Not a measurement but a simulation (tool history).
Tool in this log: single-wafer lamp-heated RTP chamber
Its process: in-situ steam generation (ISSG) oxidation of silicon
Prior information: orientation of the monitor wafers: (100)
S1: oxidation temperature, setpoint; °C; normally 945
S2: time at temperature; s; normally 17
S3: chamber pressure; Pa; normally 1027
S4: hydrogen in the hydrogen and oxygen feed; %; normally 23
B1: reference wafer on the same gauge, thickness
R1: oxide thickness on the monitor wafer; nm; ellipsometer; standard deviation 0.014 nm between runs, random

run,hour,S1,S2,S3,S4,B1,R1
1,0.0,945,12,1027,23,3.971,4.145
2,57.2,945,12,1027,23,3.973,4.162
3,120.3,945,12,1027,23,3.971,4.173
4,192.1,945,21,1027,23,3.968,5.208
5,225.5,945,21,1027,23,3.972,5.248
# hour 244.0: pyrometer window cleaned and pyrometer calibrated
6,271.7,945,17,1027,23,3.970,4.727
7,444.7,945,17,1027,23,3.968,4.780
8,502.4,945,17,1027,23,3.970,4.765
9,542.3,945,17,920,29,3.971,5.100
# hour 550.6: pyrometer window cleaned and pyrometer calibrated
# hour 557.1: hydrogen flow controller replaced
10,592.2,945,16,1027,17,3.969,4.296
11,640.9,945,22,1027,27,3.969,5.453
12,700.0,945,22,1027,27,3.970,5.466
13,724.4,945,22,1027,27,3.968,5.438
14,765.2,945,17,1027,23,3.969,4.754
15,825.0,945,17,1027,23,3.968,4.769
# hour 889.8: pyrometer window cleaned and pyrometer calibrated
16,950.4,945,17,1027,17,3.970,4.399
17,1015.4,938,14,1027,23,3.970,4.308
# hour 1048.3: gauge calibrated
18,1059.5,934,19,1093,23,3.971,4.790
19,1086.6,926,17,1093,23,3.970,4.525
20,1134.7,945,21,1027,27,3.970,5.379
21,1199.4,945,14,933,28,3.971,4.687
# hour 1211.0: pyrometer window cleaned and pyrometer calibrated
# hour 1217.0: pressure gauge zeroed
22,1253.4,945,17,920,18,3.969,4.443
23,1304.1,939,21,1080,19,3.968,4.823
24,1376.0,937,17,1027,23,3.971,4.643
25,1406.5,930,17,1027,23,3.971,4.560
26,1437.0,928,17,960,23,3.970,4.542
27,1483.7,945,17,1027,23,3.972,4.797
# hour 1507.1: pyrometer window cleaned and pyrometer calibrated
28,1553.2,945,17,1027,23,3.972,4.728
29,1588.7,933,17,960,23,3.970,4.568

Run by run, hidden condition taken away, random variation retained:
Hidden conditions of the tool in this case: true wafer temperature minus pyrometer reading, K; true pressure minus gauge reading, Torr; deviation of the hydrogen flow from its setpoint, %; gauge reads high (%).
run,R1
1,4.135
2,4.141
3,4.135
4,5.106
5,5.121
6,4.721
7,4.735
8,4.695
9,5.001
10,4.292
11,5.439
12,5.435
13,5.397
14,4.706
15,4.693
16,4.388
17,4.290
18,4.755
19,4.486
20,5.298
21,4.594
22,4.435
23,4.807
24,4.612
25,4.521
26,4.494
27,4.718
28,4.722
29,4.559
